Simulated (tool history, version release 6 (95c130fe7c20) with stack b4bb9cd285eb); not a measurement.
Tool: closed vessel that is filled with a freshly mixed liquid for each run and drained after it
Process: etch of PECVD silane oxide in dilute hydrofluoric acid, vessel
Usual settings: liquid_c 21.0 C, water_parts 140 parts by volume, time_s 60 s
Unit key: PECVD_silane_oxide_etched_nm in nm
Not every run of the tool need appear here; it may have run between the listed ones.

run    hour  liquid_c  water_parts  time_s  read-back film thickness of the PECVD silane oxide reference wafer, read on the same gauge (nm)  PECVD_silane_oxide_etched_nm
  1     0.0      21.0          140      60                                                                                           110.00                         16.60
  2    53.1      21.0          140      60                                                                                           110.02                         16.41
  3   136.9      21.0          140      60                                                                                           110.00                         16.36
  4   232.7      21.0          140      60                                                                                           110.01                         16.59
  5   307.0      21.0          140      60                                                                                           110.00                         16.38
  6   405.5      21.0          140      60                                                                                           110.00                         16.29
  7   510.5      21.0          140      60                                                                                           109.98                         16.38
      565.5  -- hydrofluoric acid flow meter replaced
  8   569.1      21.0          140      60                                                                                           109.99                         16.51
  9   665.3      21.0          140      80                                                                                           109.99                         21.74
 10   764.6      21.0          140      80                                                                                           109.98                         21.83
 11   871.2      18.5          140      60                                                                                           110.02                         14.95
 12   935.1      18.5          140      60                                                                                           109.99                         14.63
      984.0  -- thermometer replaced
 13  1022.0      21.0          140      60                                                                                           110.00                         16.24
 14  1101.7      21.0          140      60                                                                                           109.98                         16.54
 15  1182.6      21.0          140      60                                                                                           110.01                         16.35
 16  1231.6      23.5          140      60                                                                                           110.00                         18.25
 17  1310.9      22.5          140      70                                                                                           110.01                         20.38
 18  1416.4      24.0          115      30                                                                                           110.01                         11.65
     1438.6  -- hydrofluoric acid flow meter replaced
 19  1479.3      21.0          105      45                                                                                           109.99                         17.07
     1506.4  -- gauge calibrated
 20  1544.1      24.5          115      45                                                                                           110.02                         17.59
 21  1587.9      21.0          140      60                                                                                           109.99                         16.51
 22  1689.9      24.0          110      30                                                                                           109.98                         12.16
 23  1764.1      24.0          180      85                                                                                           110.01                         19.35
 24  1928.1      19.5           85      30                                                                                           109.98                         13.49
 25  1966.3      21.0          140      60                                                                                           110.02                         16.35
     2032.7  -- thermometer replaced
 26  2064.4      22.5          140      50                                                                                           110.00                         14.67
 27  2142.1      21.0           95      60                                                                                           110.02                         25.42
     2198.9  -- hydrofluoric acid flow meter replaced
 28  2248.1      25.5          165      60                                                                                           110.00                         16.16
 29  2348.9      21.0          140      60                                                                                           109.99                         16.18
 30  2433.2      17.0          110      60                                                                                           109.98                         18.31

Here are 3 independent what-if runs from the current tool condition. What would each one return?
  A  2433.9      17.5          140      60                                                                                                ?                             ?
  B  2433.9      21.0          115      60                                                                                                ?                             ?
  C  2433.9      18.0           90      35                                                                                                ?                             ?

run  read-back film thickness of the PECVD silane oxide reference wafer, read on the same gauge (nm)  PECVD_silane_oxide_etched_nm
  A                                                                                           110.01                         14.05
  B                                                                                           110.01                         20.24
  C                                                                                           110.01                         13.70
Without the tool's hidden state the same runs would have given:
run  PECVD_silane_oxide_etched_nm
  A                         14.05
  B                         20.24
  C                         13.70
